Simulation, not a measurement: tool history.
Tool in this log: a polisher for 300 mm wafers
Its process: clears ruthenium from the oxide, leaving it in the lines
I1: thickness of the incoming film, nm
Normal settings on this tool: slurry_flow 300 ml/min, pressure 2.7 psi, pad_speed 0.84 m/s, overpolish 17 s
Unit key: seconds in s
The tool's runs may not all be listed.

Run 1, hour 0: usual settings but overpolish 20 s; I1 117.4. Result: seconds 93.9 s.
Run 2, hour 46.7: usual settings but overpolish 20 s; I1 120.8. Result: seconds 97.2 s.
Run 3, hour 114.3: usual settings; I1 119.5. Result: seconds 96.1 s.
Run 4, hour 183.6: usual settings; I1 119.1. Result: seconds 95 s.
Run 5, hour 226.4: usual settings; I1 120. Result: seconds 95.6 s.
Run 6, hour 253.6: usual settings; I1 119.2. Result: seconds 96.1 s.
At hour 277.3: slurry nozzle cleaned.
Run 7, hour 287.5: usual settings; I1 117.6. Result: seconds 88.9 s.
Run 8, hour 345.8: usual settings; I1 119. Result: seconds 89.2 s.
At hour 357.4: worn pad replaced by a new one.
Run 9, hour 385.7: usual settings; I1 118.8. Result: seconds 91.8 s.
Run 10, hour 436.1: usual settings; I1 118.9. Result: seconds 90 s.
Run 11, hour 460.2: usual settings; I1 120.6. Result: seconds 95.5 s.
Run 12, hour 485.5: usual settings; I1 118.6. Result: seconds 94.6 s.
Run 13, hour 520.7: usual settings but pressure 3 psi, overpolish 12 s; I1 121.8. Result: seconds 86.8 s.
Run 14, hour 590.2: usual settings but pressure 3 psi, overpolish 12 s; I1 120.9. Result: seconds 87.8 s.
Run 15, hour 615: usual settings; I1 120.5. Result: seconds 92.6 s.
Run 16, hour 640.9: usual settings; I1 118.4. Result: seconds 90.1 s.
Run 17, hour 682.4: usual settings but slurry_flow 380 ml/min, pressure 3.5 psi, pad_speed 0.58 m/s, overpolish 7 s; I1 121. Result: seconds 98.9 s.
At hour 739.2: slurry nozzle cleaned.
Run 18, hour 743.1: usual settings but slurry_flow 355 ml/min, pad_speed 0.58 m/s; I1 120.2. Result: seconds 115.5 s.
At hour 760.7: worn pad replaced by a new one.
Run 19, hour 789: usual settings but pressure 2 psi; I1 119.4. Result: seconds 113.1 s.
Run 20, hour 828.2: usual settings but slurry_flow 395 ml/min, pad_speed 1 m/s, overpolish 10 s; I1 120.6. Result: seconds 73.5 s.
Run 21, hour 857.2: usual settings; I1 120.9. Result: seconds 90.3 s.
At hour 870.4: head pressure recalibrated.
Run 22, hour 900.9: usual settings; I1 118.6. Result: seconds 94.7 s.
Run 23, hour 937.6: usual settings but slurry_flow 240 ml/min, pad_speed 0.96 m/s, overpolish 24 s; I1 120.4. Result: seconds 88.6 s.
Run 24, hour 979.6: usual settings; I1 120.4. Result: seconds 95.9 s.
Run 25, hour 1044.4: usual settings but slurry_flow 245 ml/min, pad_speed 0.94 m/s, overpolish 10 s; I1 118.7. Result: seconds 90.1 s.
Run 26, hour 1085.5: usual settings but pressure 3.4 psi; I1 119.9. Result: seconds 79.6 s.
Run 27, hour 1134.2: usual settings but slurry_flow 375 ml/min, pressure 3 psi, overpolish 13 s; I1 120. Result: seconds 88.9 s.
Run 28, hour 1161.6: usual settings but slurry_flow 335 ml/min, pressure 2.2 psi, pad_speed 0.66 m/s, overpolish 22 s; I1 119.2. Result: seconds 135.7 s.
At hour 1180: worn pad replaced by a new one.
Run 29, hour 1215.4: usual settings but slurry_flow 355 ml/min, pad_speed 0.94 m/s, overpolish 11 s; I1 119.6. Result: seconds 89.6 s.
At hour 1267.3: slurry nozzle cleaned.
Run 30, hour 1269.7: usual settings; I1 119.3. Result: seconds 93.1 s.
Run 31, hour 1300.8: usual settings but slurry_flow 330 ml/min, pressure 2.4 psi, pad_speed 0.54 m/s, overpolish 9 s; I1 121.2. Result: seconds 143.6 s.
Run 32, hour 1342.7: usual settings but slurry_flow 215 ml/min; I1 118.9. Result: seconds 97.5 s.
Run 33, hour 1396.9: usual settings; I1 120.8. Result: seconds 96.5 s.
Run 34, hour 1442.4: usual settings but slurry_flow 215 ml/min, pressure 2.4 psi, pad_speed 0.6 m/s, overpolish 21 s; I1 120.6. Result: seconds 141.7 s.
Run 35, hour 1480.2: usual settings but pressure 1.8 psi, overpolish 26 s; I1 119.9. Result: seconds 129.2 s.
Run 36, hour 1535.5: usual settings but pressure 3.4 psi, pad_speed 0.6 m/s, overpolish 13 s; I1 119.9. Result: seconds 102.7 s.
At hour 1554.1: worn pad replaced by a new one.
Run 37, hour 1627: usual settings but slurry_flow 395 ml/min, overpolish 20 s; I1 118.9. Result: seconds 93.1 s.
Run 38, hour 1692.6: usual settings but overpolish 8 s; I1 119.2. Result: seconds 96.7 s.

Predict each of these 3 candidate next runs independently; none follows another, all start after run 38:
Run A, hour 1693.1: usual settings but pad_speed 1.02 m/s; I1 119.7. Result: seconds ?.
Run B, hour 1693.1: usual settings but slurry_flow 200 ml/min, overpolish 11 s; I1 119.7. Result: seconds ?.
Run C, hour 1693.1: usual settings but pad_speed 1 m/s, overpolish 11 s; I1 119.7. Result: seconds ?.

run  seconds
  A     82.6
  B    104.3
  C     83.9
With the hidden condition removed and each run's random variation left untouched, the same runs would have given:
run  seconds
  A     78.8
  B     96.2
  C       80

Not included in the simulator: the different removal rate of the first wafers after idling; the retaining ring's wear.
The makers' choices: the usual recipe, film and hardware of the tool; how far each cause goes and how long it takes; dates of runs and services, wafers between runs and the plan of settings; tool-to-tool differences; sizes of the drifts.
